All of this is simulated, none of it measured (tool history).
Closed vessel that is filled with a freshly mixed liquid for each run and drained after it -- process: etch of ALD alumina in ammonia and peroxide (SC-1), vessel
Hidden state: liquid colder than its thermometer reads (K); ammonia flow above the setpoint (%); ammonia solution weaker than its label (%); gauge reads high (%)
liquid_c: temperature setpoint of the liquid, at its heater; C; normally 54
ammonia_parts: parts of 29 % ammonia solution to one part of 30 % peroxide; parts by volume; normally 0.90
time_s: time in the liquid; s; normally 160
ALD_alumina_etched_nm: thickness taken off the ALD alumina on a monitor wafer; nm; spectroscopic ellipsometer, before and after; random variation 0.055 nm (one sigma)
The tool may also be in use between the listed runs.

| run | hour | liquid_c | ammonia_parts | time_s | wafers since the last listed run | hours since the thermometer was replaced | hours since the ammonia flow meter was replaced | hours since the drum of ammonia solution was connected | hours since the gauge calibration | read-back film thickness of the ALD alumina reference wafer, read on the same gauge (nm) | ALD_alumina_etched_nm |
|---|---|---|---|---|---|---|---|---|---|---|---|
| 1 | 0.0 | 54 | 0.90 | 160 | 0 | 1919.0 | 1532.8 | 436.9 | 68.8 | 130.01 | 9.54 |
| 2 | 35.8 | 54 | 0.90 | 160 | 4361 | 1954.8 | 1568.6 | 472.7 | 104.6 | 130.03 | 9.47 |
| 3 | 60.2 | 54 | 0.90 | 160 | 2972 | 1979.2 | 1593.0 | 497.1 | 129.0 | 130.00 | 9.52 |
| 4 | 91.0 | 54 | 0.90 | 90 | 3752 | 2010.0 | 1623.8 | 527.9 | 159.8 | 130.00 | 5.32 |
| 5 | 122.1 | 54 | 0.90 | 90 | 3789 | 2041.1 | 1654.9 | 559.0 | 190.9 | 130.00 | 5.37 |
|  | 135.4 | gauge calibrated |
| 6 | 145.0 | 54 | 0.90 | 90 | 2790 | 2064.0 | 1677.8 | 581.9 | 9.6 | 129.98 | 5.41 |
| 7 | 157.1 | 54 | 0.90 | 185 | 1474 | 2076.1 | 1689.9 | 594.0 | 21.7 | 130.00 | 11.02 |
| 8 | 188.8 | 58 | 0.90 | 95 | 3862 | 2107.8 | 1721.6 | 625.7 | 53.4 | 130.00 | 6.94 |
| 9 | 218.9 | 54 | 0.90 | 80 | 3667 | 2137.9 | 1751.7 | 655.8 | 83.5 | 130.00 | 4.76 |
| 10 | 254.3 | 54 | 0.90 | 160 | 4312 | 2173.3 | 1787.1 | 691.2 | 118.9 | 130.00 | 9.50 |
| 11 | 268.8 | 46 | 0.50 | 115 | 1766 | 2187.8 | 1801.6 | 705.7 | 133.4 | 130.01 | 4.17 |
|  | 278.2 | thermometer replaced |
|  | 280.6 | new drum of ammonia solution connected |
|  | 287.9 | ammonia flow meter replaced |
| 12 | 300.1 | 54 | 1.05 | 160 | 3447 | 21.9 | 12.2 | 19.5 | 164.7 | 130.00 | 9.69 |
|  | 326.0 | gauge calibrated |
| 13 | 326.4 | 54 | 0.90 | 160 | 3204 | 48.2 | 38.5 | 45.8 | 0.4 | 129.98 | 9.54 |
| 14 | 353.3 | 61 | 0.45 | 185 | 3277 | 75.1 | 65.4 | 72.7 | 27.3 | 130.00 | 14.69 |

Estimate the outcome of run 15 from the log above:
| 15 | 371.4 | 62 | 0.60 | 225 | 2205 | 93.2 | 83.5 | 90.8 | 45.4 | ? | ? |

{"run 15": {"read-back film thickness of the ALD alumina reference wafer, read on the same gauge (nm)": 130.01, "ALD_alumina_etched_nm": 19.6}}
Without the tool's hidden state the same run would have given ALD_alumina_etched_nm 19.60 nm.
